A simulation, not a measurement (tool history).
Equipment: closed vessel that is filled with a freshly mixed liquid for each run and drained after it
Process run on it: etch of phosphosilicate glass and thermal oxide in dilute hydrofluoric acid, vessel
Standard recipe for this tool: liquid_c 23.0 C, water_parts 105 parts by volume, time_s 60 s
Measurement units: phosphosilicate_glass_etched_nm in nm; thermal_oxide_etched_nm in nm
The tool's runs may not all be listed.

| run | day | liquid_c | water_parts | time_s | wafers since the last listed run | hours since the thermometer was replaced | hours since the hydrofluoric acid flow meter was replaced | hours since the gauge calibration | read-back film thickness of the phosphosilicate glass reference wafer, read on the same gauge (nm) | read-back film thickness of the thermal oxide reference wafer, read on the same gauge (nm) | phosphosilicate_glass_etched_nm | thermal_oxide_etched_nm |
|---|---|---|---|---|---|---|---|---|---|---|---|---|
| 1 | 0.000 | 23.0 | 105 | 60 | 0 | 646.9 | 735.7 | 866.7 | 58.49 | 58.429 | 47.32 | 2.638 |
| 2 | 2.679 | 19.0 | 105 | 60 | 5666 | 711.2 | 800.0 | 931.0 | 58.39 | 58.344 | 40.29 | 2.151 |
| 3 | 3.900 | 19.0 | 105 | 60 | 2581 | 740.5 | 829.3 | 960.3 | 58.30 | 58.309 | 40.05 | 2.110 |
| 4 | 5.925 | 24.5 | 105 | 60 | 4282 | 789.1 | 877.9 | 1008.9 | 58.21 | 58.265 | 49.93 | 2.730 |
|  | 11.088 | thermometer replaced |
| 5 | 12.162 | 24.5 | 105 | 60 | 13103 | 25.8 | 1027.6 | 1158.6 | 58.00 | 57.994 | 49.76 | 2.683 |
|  | 14.992 | hydrofluoric acid flow meter replaced |
| 6 | 18.100 | 21.5 | 105 | 60 | 12469 | 168.3 | 74.6 | 1301.1 | 57.79 | 57.759 | 44.55 | 2.387 |
| 7 | 19.725 | 21.5 | 105 | 60 | 3436 | 207.3 | 113.6 | 1340.1 | 57.69 | 57.703 | 43.62 | 2.391 |
| 8 | 22.217 | 23.0 | 105 | 60 | 5269 | 267.1 | 173.4 | 1399.9 | 57.58 | 57.622 | 46.70 | 2.535 |
| 9 | 24.762 | 23.0 | 120 | 60 | 5384 | 328.2 | 234.5 | 1461.0 | 57.48 | 57.508 | 39.98 | 2.150 |
| 10 | 26.233 | 23.0 | 105 | 60 | 3110 | 363.5 | 269.8 | 1496.3 | 57.47 | 57.437 | 46.47 | 2.524 |
| 11 | 32.338 | 23.0 | 105 | 60 | 12909 | 510.0 | 416.3 | 1642.8 | 57.20 | 57.221 | 46.53 | 2.468 |
| 12 | 33.833 | 23.0 | 105 | 60 | 3163 | 545.9 | 452.2 | 1678.7 | 57.17 | 57.173 | 46.19 | 2.526 |
| 13 | 35.771 | 26.5 | 150 | 60 | 4097 | 592.4 | 498.7 | 1725.2 | 57.07 | 57.094 | 35.10 | 1.870 |
|  | 36.833 | gauge calibrated |
| 14 | 37.183 | 23.0 | 105 | 60 | 2987 | 626.3 | 532.6 | 8.4 | 59.94 | 59.959 | 48.73 | 2.613 |
| 15 | 40.088 | 18.0 | 105 | 35 | 6142 | 696.0 | 602.3 | 78.1 | 59.81 | 59.831 | 23.28 | 1.216 |
| 16 | 42.225 | 21.0 | 105 | 60 | 4520 | 747.3 | 653.6 | 129.4 | 59.76 | 59.765 | 44.80 | 2.471 |
| 17 | 44.675 | 25.0 | 80 | 75 | 5181 | 806.1 | 712.4 | 188.2 | 59.65 | 59.672 | 88.31 | 4.959 |
| 18 | 47.321 | 23.0 | 105 | 60 | 5595 | 869.6 | 775.9 | 251.7 | 59.58 | 59.555 | 48.26 | 2.653 |
|  | 48.179 | thermometer replaced |
| 19 | 50.142 | 27.0 | 75 | 35 | 5877 | 47.1 | 843.6 | 319.4 | 59.43 | 59.432 | 47.76 | 2.526 |
| 20 | 52.200 | 20.0 | 105 | 70 | 4353 | 96.5 | 893.0 | 368.8 | 59.36 | 59.377 | 49.79 | 2.725 |
| 21 | 55.125 | 23.0 | 105 | 60 | 6186 | 166.7 | 963.2 | 439.0 | 59.26 | 59.280 | 48.13 | 2.546 |
| 22 | 57.179 | 27.5 | 105 | 60 | 4344 | 216.0 | 1012.5 | 488.3 | 59.18 | 59.185 | 56.97 | 3.152 |
| 23 | 58.254 | 23.0 | 105 | 60 | 2273 | 241.8 | 1038.3 | 514.1 | 59.14 | 59.133 | 47.93 | 2.646 |
| 24 | 59.612 | 23.0 | 60 | 60 | 2872 | 274.4 | 1070.9 | 546.7 | 59.09 | 59.090 | 89.59 | 4.855 |
|  | 59.829 | hydrofluoric acid flow meter replaced |
| 25 | 61.017 | 27.5 | 120 | 95 | 2881 | 308.1 | 28.5 | 580.4 | 59.04 | 59.005 | 77.66 | 4.145 |

Some steps in phosphosilicate_glass_etched_nm between neighbouring runs. How much of each would the tool show without its hidden state too (settings, what came in, random variation), and how much is left for the hidden state, with any gauge scatter that isn't in both results?
The tool's hidden condition here consists of: liquid colder than its thermometer reads (K); hydrofluoric acid flow below the setpoint (%); gauge reads high (%).
Run 13 -> 14: liquid_c 26.5 -> 23.0, water_parts 150 -> 105, gauge calibrated. phosphosilicate_glass_etched_nm +13.63 nm: hidden state +1.75, all else +11.88.
Run 16 -> 17: liquid_c 21.0 -> 25.0, water_parts 105 -> 80, time_s 60 -> 75. phosphosilicate_glass_etched_nm +43.51 nm: hidden state -0.31, all else +43.82.
Run 23 -> 24: water_parts 105 -> 60. phosphosilicate_glass_etched_nm +41.66 nm: hidden state -0.69, all else +42.35.
